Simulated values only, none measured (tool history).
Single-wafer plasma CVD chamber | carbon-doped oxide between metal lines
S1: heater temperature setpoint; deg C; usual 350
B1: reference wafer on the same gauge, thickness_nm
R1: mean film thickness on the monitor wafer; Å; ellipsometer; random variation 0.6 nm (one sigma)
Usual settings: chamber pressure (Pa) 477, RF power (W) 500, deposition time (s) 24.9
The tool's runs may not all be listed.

Run 1, hour 0.0: usual settings; B1 101.936. Result: R1 1274.38 Å.
At hour 33.7: RF generator calibrated.
Run 2, hour 58.5: usual settings but S1 341 deg C; B1 101.836. Result: R1 1299.34 Å.
Run 3, hour 246.8: usual settings; B1 101.958. Result: R1 1277.09 Å.
Run 4, hour 290.0: usual settings; B1 101.850. Result: R1 1277.45 Å.
At hour 304.2: thermocouple changed; heater temperature recalibrated, repeated, since the last time left the tool worse.
Run 5, hour 347.0: usual settings; B1 101.913. Result: R1 1247.67 Å.
Run 6, hour 412.8: usual settings but RF power (W) 520; B1 101.922. Result: R1 1259.10 Å.
Run 7, hour 463.2: usual settings but chamber pressure (Pa) 435; B1 102.043. Result: R1 1233.32 Å.
Run 8, hour 568.0: usual settings but RF power (W) 540, deposition time (s) 26.4; B1 102.037. Result: R1 1375.84 Å.
At hour 615.1: showerhead replaced.
Run 9, hour 658.2: usual settings but RF power (W) 560; B1 102.000. Result: R1 1330.71 Å.
Run 10, hour 719.1: usual settings but RF power (W) 465, deposition time (s) 22.5; B1 101.949. Result: R1 1084.80 Å.
At hour 754.7: gauge calibrated.
Run 11, hour 764.8: usual settings but S1 361 deg C, chamber pressure (Pa) 537, RF power (W) 470, deposition time (s) 29.4; B1 101.952. Result: R1 1398.96 Å.
Run 12, hour 833.2: usual settings; B1 101.976. Result: R1 1243.06 Å.
Run 13, hour 872.1: usual settings; B1 102.142. Result: R1 1248.81 Å.
Run 14, hour 962.7: usual settings but S1 336 deg C, chamber pressure (Pa) 397; B1 102.011. Result: R1 1289.28 Å.
Run 15, hour 1049.6: usual settings but RF power (W) 600, deposition time (s) 28.9; B1 101.972. Result: R1 1595.77 Å.
At hour 1092.3: capacitance manometer re-zeroed and calibrated.
Run 16, hour 1118.5: usual settings but S1 358 deg C, deposition time (s) 29.4; B1 102.039. Result: R1 1444.34 Å.
Run 17, hour 1197.4: usual settings but chamber pressure (Pa) 569, RF power (W) 475; B1 101.939. Result: R1 1234.08 Å.
At hour 1248.8: RF generator calibrated.
Run 18, hour 1273.7: usual settings; B1 101.923. Result: R1 1252.90 Å.
Run 19, hour 1363.2: usual settings but chamber pressure (Pa) 583; B1 102.063. Result: R1 1280.33 Å.
Run 20, hour 1400.9: usual settings but deposition time (s) 26.3; B1 101.807. Result: R1 1327.75 Å.
Run 21, hour 1451.0: usual settings but S1 341 deg C, chamber pressure (Pa) 379; B1 102.188. Result: R1 1261.25 Å.
Run 22, hour 1499.5: usual settings but S1 340 deg C; B1 101.991. Result: R1 1278.85 Å.
Run 23, hour 1564.1: usual settings; B1 102.042. Result: R1 1260.81 Å.
Run 24, hour 1667.7: usual settings but S1 338 deg C, chamber pressure (Pa) 360, RF power (W) 455, deposition time (s) 23.6; B1 101.860. Result: R1 1149.20 Å.
Run 25, hour 1763.1: usual settings but S1 345 deg C, chamber pressure (Pa) 447, RF power (W) 420, deposition time (s) 28.4; B1 101.938. Result: R1 1304.74 Å.
Run 26, hour 1888.5: usual settings; B1 102.167. Result: R1 1255.37 Å.
Run 27, hour 1947.8: usual settings; B1 102.005. Result: R1 1259.25 Å.

5 ways to go on from here, each from the tool as it stands after run 27. What would each give?
Run A, hour 1948.2: usual settings but chamber pressure (Pa) 360; B1 ?. Result: R1 ?.
Run B, hour 1948.2: usual settings but RF power (W) 560, deposition time (s) 23.1; B1 ?. Result: R1 ?.
Run C, hour 1948.2: usual settings but RF power (W) 405; B1 ?. Result: R1 ?.
Run D, hour 1948.2: usual settings but RF power (W) 595; B1 ?. Result: R1 ?.
Run E, hour 1948.2: usual settings but S1 356 deg C, chamber pressure (Pa) 584, RF power (W) 410; B1 ?. Result: R1 ?.

run       B1       R1
  A  102.108  1229.69
  B  102.108  1237.41
  C  102.108  1109.29
  D  102.108  1375.98
  E  102.108  1121.02
Without the tool's hidden state the same runs would have given:
run       R1
  A  1221.84
  B  1229.51
  C  1102.22
  D  1367.20
  E  1114.48
